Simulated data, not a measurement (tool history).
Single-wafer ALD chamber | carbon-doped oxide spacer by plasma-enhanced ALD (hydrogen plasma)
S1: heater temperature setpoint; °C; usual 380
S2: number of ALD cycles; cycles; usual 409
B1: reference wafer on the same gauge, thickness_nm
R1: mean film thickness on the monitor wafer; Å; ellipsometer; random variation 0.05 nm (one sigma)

run,hour,S1,S2,B1,R1
1,0.0,380,409,16.209,201.39
2,23.2,390,409,16.185,201.64
3,38.8,390,409,16.195,201.87
4,55.8,390,409,16.200,200.46
5,74.5,373,443,16.207,217.30
6,96.6,373,443,16.198,218.07
7,116.5,380,409,16.202,201.08
8,134.8,370,409,16.195,201.15
9,166.0,380,409,16.210,201.57
10,188.8,380,409,16.202,200.36
11,216.5,380,409,16.191,200.97
12,231.3,380,409,16.197,200.72
13,266.5,380,409,16.205,201.66
# hour 289.5: thermocouple changed; heater temperature recalibrated
14,290.0,386,384,16.198,189.35

Run 15 comes next. What will it give?
15,305.2,380,409,?,?

{"run 15": {"B1": 16.192, "R1": 201.76}}
Without the tool's hidden state the same run would have given R1 201.76 Å.
